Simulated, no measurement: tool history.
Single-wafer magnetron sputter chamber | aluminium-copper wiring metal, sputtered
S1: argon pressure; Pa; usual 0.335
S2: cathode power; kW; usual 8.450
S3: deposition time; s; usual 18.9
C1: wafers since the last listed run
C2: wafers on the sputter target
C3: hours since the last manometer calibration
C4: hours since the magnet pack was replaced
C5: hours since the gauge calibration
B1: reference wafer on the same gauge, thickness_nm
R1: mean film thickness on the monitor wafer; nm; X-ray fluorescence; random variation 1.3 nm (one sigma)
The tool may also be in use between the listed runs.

| run | hour | S1 | S2 | S3 | C1 | C2 | C3 | C4 | C5 | B1 | R1 |
|---|---|---|---|---|---|---|---|---|---|---|---|
| 1 | 0.0 | 0.335 | 8.450 | 18.9 | 0 | 5170 | 1195.9 | 5473.1 | 1447.5 | 282.805 | 291.239 |
| 2 | 45.7 | 0.335 | 8.450 | 18.9 | 1943 | 7114 | 1241.6 | 5518.8 | 1493.2 | 283.003 | 290.103 |
| 3 | 149.8 | 0.335 | 8.450 | 18.9 | 4426 | 11541 | 1345.7 | 5622.9 | 1597.3 | 282.941 | 290.585 |
| 4 | 188.0 | 0.335 | 6.850 | 18.9 | 1624 | 13165 | 1383.9 | 5661.1 | 1635.5 | 283.003 | 240.552 |
| 5 | 234.6 | 0.335 | 6.850 | 18.9 | 1981 | 15147 | 1430.5 | 5707.7 | 1682.1 | 282.727 | 241.683 |
|  | 344.5 | sputter target and shields replaced |
| 6 | 345.0 | 0.335 | 8.450 | 17.2 | 4354 | 20 | 1540.9 | 5818.1 | 1792.5 | 282.717 | 263.881 |
| 7 | 403.7 | 0.335 | 8.450 | 17.2 | 2496 | 2516 | 1599.6 | 5876.8 | 1851.2 | 283.301 | 264.107 |
| 8 | 501.6 | 0.335 | 8.450 | 17.2 | 4163 | 6680 | 1697.5 | 5974.7 | 1949.1 | 282.928 | 263.115 |
| 9 | 553.2 | 0.335 | 9.850 | 18.9 | 2194 | 8874 | 1749.1 | 6026.3 | 2000.7 | 282.707 | 334.724 |
| 10 | 629.8 | 0.335 | 9.850 | 18.9 | 3257 | 12131 | 1825.7 | 6102.9 | 2077.3 | 282.959 | 330.042 |
| 11 | 675.9 | 0.335 | 8.450 | 18.9 | 1960 | 14092 | 1871.8 | 6149.0 | 2123.4 | 283.304 | 288.834 |
|  | 723.2 | gauge calibrated |
|  | 770.3 | sputter target and shields replaced |
| 12 | 770.8 | 0.335 | 8.450 | 18.9 | 3695 | 21 | 1966.7 | 6243.9 | 47.6 | 282.800 | 286.737 |
| 13 | 832.4 | 0.335 | 8.450 | 18.9 | 2619 | 2640 | 2028.3 | 6305.5 | 109.2 | 282.928 | 288.199 |
|  | 863.2 | capacitance manometer re-zeroed and calibrated |
| 14 | 901.0 | 0.335 | 8.450 | 18.9 | 2577 | 5218 | 37.8 | 6374.1 | 177.8 | 282.820 | 294.114 |
| 15 | 974.1 | 0.378 | 6.800 | 18.9 | 3108 | 8326 | 110.9 | 6447.2 | 250.9 | 283.015 | 234.907 |
| 16 | 1080.0 | 0.335 | 7.050 | 22.3 | 4503 | 12830 | 216.8 | 6553.1 | 356.8 | 283.228 | 294.530 |
| 17 | 1162.9 | 0.440 | 7.750 | 18.9 | 3525 | 16355 | 299.7 | 6636.0 | 439.7 | 282.921 | 253.737 |
|  | 1194.8 | sputter target and shields replaced |
| 18 | 1265.5 | 0.300 | 10.100 | 21.9 | 4022 | 3006 | 402.3 | 6738.6 | 542.3 | 282.913 | 409.283 |
| 19 | 1327.1 | 0.222 | 9.450 | 18.9 | 2619 | 5625 | 463.9 | 6800.2 | 603.9 | 283.096 | 349.065 |
| 20 | 1432.9 | 0.335 | 8.450 | 18.9 | 4499 | 10125 | 569.7 | 6906.0 | 709.7 | 283.171 | 291.403 |
|  | 1447.5 | magnet pack replaced |
| 21 | 1520.7 | 0.335 | 8.450 | 18.9 | 3393 | 13518 | 657.5 | 73.2 | 797.5 | 283.152 | 292.715 |
| 22 | 1607.0 | 0.408 | 8.450 | 18.9 | 3670 | 17188 | 743.8 | 159.5 | 883.8 | 282.851 | 279.012 |
|  | 1616.8 | sputter target and shields replaced |
| 23 | 1706.4 | 0.297 | 9.600 | 15.9 | 3886 | 3810 | 843.2 | 258.9 | 983.2 | 283.315 | 282.919 |
| 24 | 1785.2 | 0.335 | 8.450 | 18.9 | 3351 | 7161 | 922.0 | 337.7 | 1062.0 | 282.890 | 291.892 |
| 25 | 1893.0 | 0.209 | 8.450 | 18.9 | 4584 | 11746 | 1029.8 | 445.5 | 1169.8 | 283.057 | 316.083 |
|  | 2002.9 | sputter target and shields replaced |
| 26 | 2003.4 | 0.335 | 8.450 | 18.9 | 4354 | 20 | 1140.2 | 555.9 | 1280.2 | 282.967 | 290.847 |
| 27 | 2049.5 | 0.241 | 9.550 | 17.1 | 1960 | 1981 | 1186.3 | 602.0 | 1326.3 | 283.184 | 313.036 |

4 ways to go on from here, each from the tool as it stands after run 27. What would each give?
| A | 2049.9 | 0.335 | 8.450 | 21.7 | 17 | 1998 | 1186.7 | 602.4 | 1326.7 | ? | ? |
| B | 2049.9 | 0.385 | 9.350 | 15.2 | 17 | 1998 | 1186.7 | 602.4 | 1326.7 | ? | ? |
| C | 2049.9 | 0.444 | 7.550 | 15.3 | 17 | 1998 | 1186.7 | 602.4 | 1326.7 | ? | ? |
| D | 2049.9 | 0.335 | 7.850 | 17.6 | 17 | 1998 | 1186.7 | 602.4 | 1326.7 | ? | ? |

| run | B1 | R1 |
|---|---|---|
| A | 283.045 | 332.239 |
| B | 283.045 | 246.820 |
| C | 283.045 | 196.932 |
| D | 283.045 | 252.130 |
Without the tool's hidden state the same runs would have given:
| run | R1 |
|---|---|
| A | 334.462 |
| B | 248.750 |
| C | 198.726 |
| D | 253.817 |
